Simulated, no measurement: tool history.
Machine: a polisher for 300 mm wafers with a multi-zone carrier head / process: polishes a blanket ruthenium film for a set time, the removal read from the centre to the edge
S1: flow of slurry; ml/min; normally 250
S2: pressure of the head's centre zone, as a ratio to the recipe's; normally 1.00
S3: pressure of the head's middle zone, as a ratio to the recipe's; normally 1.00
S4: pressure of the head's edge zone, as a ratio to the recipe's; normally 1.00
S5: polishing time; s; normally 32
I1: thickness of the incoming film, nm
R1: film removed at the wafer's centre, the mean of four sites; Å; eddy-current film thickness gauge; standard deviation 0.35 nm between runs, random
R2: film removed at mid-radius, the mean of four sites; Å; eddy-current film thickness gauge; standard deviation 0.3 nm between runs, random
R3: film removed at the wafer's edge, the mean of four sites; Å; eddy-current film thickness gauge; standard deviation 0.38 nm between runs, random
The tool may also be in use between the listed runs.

Run 1, hour 0.0: usual settings but S1 300 ml/min; I1 627.4. Result: R1 392 Å, R2 383 Å, R3 375 Å.
At hour 23.7: worn pad replaced by a new one.
Run 2, hour 38.4: usual settings; I1 620.5. Result: R1 389 Å, R2 373 Å, R3 371 Å.
Run 3, hour 105.5: usual settings; I1 620.1. Result: R1 384 Å, R2 383 Å, R3 372 Å.
Run 4, hour 212.8: usual settings; I1 617.0. Result: R1 386 Å, R2 380 Å, R3 376 Å.
At hour 276.4: slurry nozzle cleaned.
Run 5, hour 303.6: usual settings; I1 631.1. Result: R1 388 Å, R2 372 Å, R3 382 Å.
At hour 328.5: worn pad replaced by a new one.
Run 6, hour 409.5: usual settings but S2 1.09; I1 635.2. Result: R1 406 Å, R2 381 Å, R3 375 Å.
Run 7, hour 453.3: usual settings but S2 1.09; I1 638.4. Result: R1 404 Å, R2 375 Å, R3 374 Å.
Run 8, hour 510.7: usual settings but S2 1.09; I1 623.4. Result: R1 398 Å, R2 373 Å, R3 375 Å.
Run 9, hour 610.1: usual settings but S1 205 ml/min; I1 617.8. Result: R1 376 Å, R2 365 Å, R3 369 Å.
At hour 613.3: centre zone pressure recalibrated.
At hour 619.1: edge zone pressure recalibrated.
At hour 665.4: worn pad replaced by a new one.
Run 10, hour 681.5: usual settings but S5 35 s; I1 634.8. Result: R1 422 Å, R2 413 Å, R3 407 Å.
Run 11, hour 758.9: usual settings; I1 629.5. Result: R1 386 Å, R2 378 Å, R3 379 Å.
At hour 790.6: carrier head's membrane replaced by a new one.
Run 12, hour 847.3: usual settings but S1 205 ml/min; I1 616.4. Result: R1 373 Å, R2 367 Å, R3 369 Å.
Run 13, hour 949.6: usual settings but S2 1.10, S4 0.93; I1 621.1. Result: R1 412 Å, R2 375 Å, R3 359 Å.
At hour 1000.1: worn pad replaced by a new one.
Run 14, hour 1028.3: usual settings but S2 1.07, S3 0.90, S4 0.97, S5 29 s; I1 629.0. Result: R1 358 Å, R2 309 Å, R3 336 Å.
Run 15, hour 1067.8: usual settings but S2 1.07; I1 633.5. Result: R1 403 Å, R2 376 Å, R3 377 Å.
Run 16, hour 1135.2: usual settings; I1 636.4. Result: R1 385 Å, R2 378 Å, R3 376 Å.
At hour 1154.3: slurry nozzle cleaned.
Run 17, hour 1200.9: usual settings but S1 340 ml/min, S2 1.09, S3 1.07; I1 631.9. Result: R1 417 Å, R2 407 Å, R3 374 Å.
Run 18, hour 1299.4: usual settings but S2 0.91, S4 1.10, S5 21 s; I1 640.9. Result: R1 238 Å, R2 248 Å, R3 261 Å.
At hour 1320.3: worn pad replaced by a new one.
Run 19, hour 1498.4: usual settings but S4 1.06, S5 25 s; I1 623.4. Result: R1 298 Å, R2 295 Å, R3 305 Å.
Run 20, hour 1536.6: usual settings but S2 0.93, S3 1.06, S4 1.07, S5 40 s; I1 633.0. Result: R1 459 Å, R2 492 Å, R3 491 Å.

Alternative continuations, all from the tool just after run 20; predict every row:
Run A, hour 1537.0: usual settings; I1 623.3. Result: R1 ?, R2 ?, R3 ?.
Run B, hour 1537.0: usual settings but S2 1.06, S3 1.08, S4 0.95, S5 37 s; I1 623.3. Result: R1 ?, R2 ?, R3 ?.
Run C, hour 1537.0: usual settings but S1 225 ml/min, S5 23 s; I1 623.3. Result: R1 ?, R2 ?, R3 ?.
Run D, hour 1537.0: usual settings but S3 1.09, S4 1.04; I1 623.3. Result: R1 ?, R2 ?, R3 ?.

run   R1   R2   R3
  A  382  382  378
  B  458  471  426
  C  272  272  269
  D  382  411  384
Had the tool no hidden state, the same runs would have come out as:
run   R1   R2   R3
  A  382  382  378
  B  458  471  426
  C  272  272  269
  D  382  411  384
